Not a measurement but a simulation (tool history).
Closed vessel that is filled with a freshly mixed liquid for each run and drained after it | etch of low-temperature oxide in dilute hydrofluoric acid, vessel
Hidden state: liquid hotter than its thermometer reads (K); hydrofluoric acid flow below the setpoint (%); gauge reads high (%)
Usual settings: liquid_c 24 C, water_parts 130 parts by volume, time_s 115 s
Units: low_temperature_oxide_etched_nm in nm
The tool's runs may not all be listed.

run     day  liquid_c  water_parts  time_s  wafers since the last listed run  hours since the thermometer was replaced  hours since the hydrofluoric acid flow meter was replaced  hours since the gauge calibration  read-back film thickness of the low-temperature oxide reference wafer, read on the same gauge (nm)  low_temperature_oxide_etched_nm
  1       0        24          130     115                                 0                                     445.1                                                      262.7                             1534.4                                                                                               49.98                            24.17
  2   4.071        24          130     115                              7118                                     542.8                                                      360.4                             1632.1                                                                                               50.02                            24.43
  3   5.733        24          130     115                              2907                                     582.7                                                      400.3                               1672                                                                                               49.98                            24.45
  4   7.517        24          130     115                              3118                                     625.5                                                      443.1                             1714.8                                                                                               49.98                            24.54
  5   11.15        24          130     115                              6353                                     712.7                                                      530.3                               1802                                                                                               50.01                            24.46
     12.092  -- hydrofluoric acid flow meter replaced
  6  13.546        24          130     115                              4116                                     770.2                                                       34.9                             1859.5                                                                                               50.02                            25.22
  7  15.279        24          130     160                              3031                                     811.8                                                       76.5                             1901.1                                                                                                  50                            35.13
  8  17.283        24          130     160                              3504                                     859.9                                                      124.6                             1949.2                                                                                               50.02                            35.05
  9  20.829        24          130     160                              6200                                       945                                                      209.7                             2034.3                                                                                               49.99                            35.21
      22.45  -- thermometer replaced
     23.042  -- gauge calibrated
 10  23.746        28          130     115                              5027                                      31.1                                                      279.7                               16.9                                                                                                  50                            27.53
 11  27.408        28          130     115                              6404                                       119                                                      367.6                              104.8                                                                                                  50                            27.59
 12  29.238        24          130     115                              3198                                     162.9                                                      411.5                              148.7                                                                                               50.01                            23.67
 13  31.083        24          130     115                              3227                                     207.2                                                      455.8                                193                                                                                               49.98                            23.68
     32.121  -- hydrofluoric acid flow meter replaced
 14  32.717        24          155     115                              2783                                     246.4                                                       14.3                              232.2                                                                                                  50                            19.84
 15  36.483        28          150     150                              6586                                     336.8                                                      104.7                              322.6                                                                                               49.98                            31.65
 16  38.817        24          145     115                              4080                                     392.8                                                      160.7                              378.6                                                                                                  50                            21.66
 17  42.042        24           70     165                              5639                                     470.2                                                      238.1                                456                                                                                                  50                            69.63
 18  45.133      28.5           80     145                              5406                                     544.4                                                      312.3                              530.2                                                                                               49.99                            64.05
 19  47.288        24           75     115                              3766                                     596.1                                                        364                              581.9                                                                                                  50                            45.58
 20  49.679        24          165      45                              4182                                     653.5                                                      421.4                              639.3                                                                                               49.99                             7.24
 21  52.242        24           65     115                              4480                                       715                                                      482.9                              700.8                                                                                               49.99                            53.21
     54.325  -- hydrofluoric acid flow meter replaced
 22  55.683        24          130     115                              5945                                     797.6                                                       32.6                              783.4                                                                                               50.01                             25.2
 23  59.992      25.5          130     115                              7533                                       901                                                        136                              886.8                                                                                                  50                            26.59
 24  63.121        24          130     115                              5471                                     976.1                                                      211.1                              961.9                                                                                                  50                            25.17
     67.325  -- thermometer replaced
 25  67.554        24          130     115                              7679                                       5.5                                                      317.5                             1068.3                                                                                                  50                            23.78
 26  70.654        24          130     115                              5420                                      79.9                                                      391.9                             1142.7                                                                                               50.02                            23.58
     73.825  -- hydrofluoric acid flow meter replaced
 27  74.196        24          130     115                              6120                                     164.9                                                        8.9                             1227.7                                                                                                  50                             24.4
 28  76.738      21.5          105      55                              4444                                     225.9                                                       69.9                             1288.7                                                                                               49.97                            13.43
 29  79.662        22          105      85                              5114                                     296.1                                                      140.1                             1358.9                                                                                               50.02                            21.29
 30  83.754        26          130     155                              7154                                     394.3                                                      238.3                             1457.1                                                                                               50.01                            35.24
 31  86.096        24          130     115                              4094                                     450.5                                                      294.5                             1513.3                                                                                               50.04                            24.31

5 ways to go on from here, each from the tool as it stands after run 31. What would each give?
  A  86.125        22          130     115                                51                                     451.2                                                      295.2                               1514                                                                                                   ?                                ?
  B  86.125        24          130     150                                51                                     451.2                                                      295.2                               1514                                                                                                   ?                                ?
  C  86.125        28          115     175                                51                                     451.2                                                      295.2                               1514                                                                                                   ?                                ?
  D  86.125        24           85     115                                51                                     451.2                                                      295.2                               1514                                                                                                   ?                                ?
  E  86.125      22.5          100     180                                51                                     451.2                                                      295.2                               1514                                                                                                   ?                                ?

run  read-back film thickness of the low-temperature oxide reference wafer, read on the same gauge (nm)  low_temperature_oxide_etched_nm
  A                                                                                               49.99                            22.73
  B                                                                                               49.99                            32.05
  C                                                                                               49.99                            50.14
  D                                                                                               49.99                            39.75
  E                                                                                               49.99                            48.89
Without the tool's hidden state the same runs would have given:
run  low_temperature_oxide_etched_nm
  A                            22.53
  B                            31.78
  C                            49.76
  D                            39.36
  E                            48.41
